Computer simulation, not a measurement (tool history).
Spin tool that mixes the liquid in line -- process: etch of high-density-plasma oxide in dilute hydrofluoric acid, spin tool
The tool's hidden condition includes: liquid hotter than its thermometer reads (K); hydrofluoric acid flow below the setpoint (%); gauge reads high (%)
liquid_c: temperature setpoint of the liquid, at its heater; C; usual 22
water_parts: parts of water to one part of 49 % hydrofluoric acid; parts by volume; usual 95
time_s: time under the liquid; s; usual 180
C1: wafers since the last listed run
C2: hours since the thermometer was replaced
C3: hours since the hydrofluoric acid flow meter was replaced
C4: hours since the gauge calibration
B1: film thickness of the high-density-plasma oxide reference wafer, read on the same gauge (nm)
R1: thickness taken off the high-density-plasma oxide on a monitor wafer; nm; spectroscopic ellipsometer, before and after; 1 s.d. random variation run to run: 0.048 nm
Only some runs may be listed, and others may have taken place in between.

{"run": 1, "day": 0.0, "liquid_c": 24, "water_parts": 95, "time_s": 180, "C1": 0, "C2": 1164.4, "C3": 684.5, "C4": 166.4, "B1": 100, "R1": 10.02}
{"run": 2, "day": 0.458, "liquid_c": 24, "water_parts": 95, "time_s": 180, "C1": 62, "C2": 1175.4, "C3": 695.5, "C4": 177.4, "B1": 99.98, "R1": 10.09}
{"run": 3, "day": 1.092, "liquid_c": 22, "water_parts": 95, "time_s": 180, "C1": 85, "C2": 1190.6, "C3": 710.7, "C4": 192.6, "B1": 99.99, "R1": 9.21}
{"run": 4, "day": 1.479, "liquid_c": 22, "water_parts": 95, "time_s": 180, "C1": 52, "C2": 1199.9, "C3": 720, "C4": 201.9, "B1": 100.01, "R1": 9.13}
{"run": 5, "day": 3.025, "liquid_c": 22, "water_parts": 95, "time_s": 180, "C1": 209, "C2": 1237, "C3": 757.1, "C4": 239, "B1": 99.99, "R1": 9.25}
{"run": 6, "day": 3.642, "liquid_c": 22, "water_parts": 130, "time_s": 180, "C1": 83, "C2": 1251.8, "C3": 771.9, "C4": 253.8, "B1": 100.02, "R1": 6.41}
{"run": 7, "day": 4.283, "liquid_c": 22, "water_parts": 95, "time_s": 180, "C1": 86, "C2": 1267.2, "C3": 787.3, "C4": 269.2, "B1": 100.01, "R1": 9.22}
{"day": 4.746, "done": "gauge calibrated"}
{"run": 8, "day": 4.908, "liquid_c": 22, "water_parts": 95, "time_s": 180, "C1": 84, "C2": 1282.2, "C3": 802.3, "C4": 3.9, "B1": 100.02, "R1": 9.17}
{"run": 9, "day": 5.271, "liquid_c": 22, "water_parts": 95, "time_s": 180, "C1": 49, "C2": 1290.9, "C3": 811, "C4": 12.6, "B1": 99.98, "R1": 9.14}
{"day": 5.833, "done": "hydrofluoric acid flow meter replaced"}
{"run": 10, "day": 5.888, "liquid_c": 22, "water_parts": 95, "time_s": 180, "C1": 77, "C2": 1305.7, "C3": 1.3, "C4": 27.4, "B1": 100.02, "R1": 10.26}
{"run": 11, "day": 6.233, "liquid_c": 22, "water_parts": 95, "time_s": 180, "C1": 46, "C2": 1314, "C3": 9.6, "C4": 35.7, "B1": 99.98, "R1": 10.11}
{"run": 12, "day": 6.642, "liquid_c": 22, "water_parts": 95, "time_s": 180, "C1": 55, "C2": 1323.8, "C3": 19.4, "C4": 45.5, "B1": 99.99, "R1": 10.05}
{"run": 13, "day": 7.042, "liquid_c": 22, "water_parts": 95, "time_s": 180, "C1": 54, "C2": 1333.4, "C3": 29, "C4": 55.1, "B1": 100.01, "R1": 10.14}
{"run": 14, "day": 7.571, "liquid_c": 22, "water_parts": 95, "time_s": 180, "C1": 71, "C2": 1346.1, "C3": 41.7, "C4": 67.8, "B1": 100, "R1": 10.17}
{"run": 15, "day": 8.121, "liquid_c": 26, "water_parts": 55, "time_s": 240, "C1": 74, "C2": 1359.3, "C3": 54.9, "C4": 81, "B1": 100, "R1": 28.48}
{"run": 16, "day": 8.412, "liquid_c": 22, "water_parts": 95, "time_s": 180, "C1": 39, "C2": 1366.3, "C3": 61.9, "C4": 88, "B1": 99.99, "R1": 10.08}
{"day": 8.562, "done": "thermometer replaced"}
{"run": 17, "day": 8.667, "liquid_c": 22, "water_parts": 95, "time_s": 180, "C1": 28, "C2": 2.5, "C3": 68, "C4": 94.1, "B1": 100.02, "R1": 9.1}
{"run": 18, "day": 8.929, "liquid_c": 27, "water_parts": 135, "time_s": 290, "C1": 35, "C2": 8.8, "C3": 74.3, "C4": 100.4, "B1": 100, "R1": 12.03}
{"run": 19, "day": 9.192, "liquid_c": 18.5, "water_parts": 60, "time_s": 95, "C1": 35, "C2": 15.1, "C3": 80.6, "C4": 106.7, "B1": 99.99, "R1": 6.83}
{"run": 20, "day": 9.9, "liquid_c": 17, "water_parts": 130, "time_s": 180, "C1": 95, "C2": 32.1, "C3": 97.6, "C4": 123.7, "B1": 99.99, "R1": 5.22}
{"run": 21, "day": 10.621, "liquid_c": 20.5, "water_parts": 95, "time_s": 80, "C1": 97, "C2": 49.4, "C3": 114.9, "C4": 141, "B1": 100, "R1": 3.77}
{"run": 22, "day": 11.254, "liquid_c": 26.5, "water_parts": 75, "time_s": 260, "C1": 85, "C2": 64.6, "C3": 130.1, "C4": 156.2, "B1": 100.01, "R1": 20.23}
{"run": 23, "day": 11.896, "liquid_c": 20, "water_parts": 95, "time_s": 180, "C1": 86, "C2": 80, "C3": 145.5, "C4": 171.6, "B1": 100, "R1": 8.36}
{"run": 24, "day": 12.596, "liquid_c": 23.5, "water_parts": 95, "time_s": 265, "C1": 94, "C2": 96.8, "C3": 162.3, "C4": 188.4, "B1": 100.01, "R1": 14.07}
{"run": 25, "day": 13.3, "liquid_c": 24, "water_parts": 75, "time_s": 105, "C1": 95, "C2": 113.7, "C3": 179.2, "C4": 205.3, "B1": 99.98, "R1": 7.44}

Give the tool's hidden conditions for every run:
gauge reads high (%): 0 on each run
H1: liquid hotter than its thermometer reads (K)
H2: hydrofluoric acid flow below the setpoint (%)
run=1 H1=2.44 H2=7.72
run=2 H1=2.46 H2=7.84
run=3 H1=2.5 H2=8.01
run=4 H1=2.51 H2=8.12
run=5 H1=2.59 H2=8.53
run=6 H1=2.62 H2=8.69
run=7 H1=2.65 H2=8.86
run=8 H1=2.68 H2=9.03
run=9 H1=2.7 H2=9.12
run=10 H1=2.73 H2=1.12
run=11 H1=2.75 H2=1.21
run=12 H1=2.77 H2=1.32
run=13 H1=2.79 H2=1.43
run=14 H1=2.81 H2=1.57
run=15 H1=2.84 H2=1.72
run=16 H1=2.86 H2=1.79
run=17 H1=0.225 H2=1.86
run=18 H1=0.238 H2=1.93
run=19 H1=0.251 H2=2
run=20 H1=0.286 H2=2.19
run=21 H1=0.321 H2=2.38
run=22 H1=0.352 H2=2.55
run=23 H1=0.384 H2=2.72
run=24 H1=0.418 H2=2.9
run=25 H1=0.453 H2=3.09
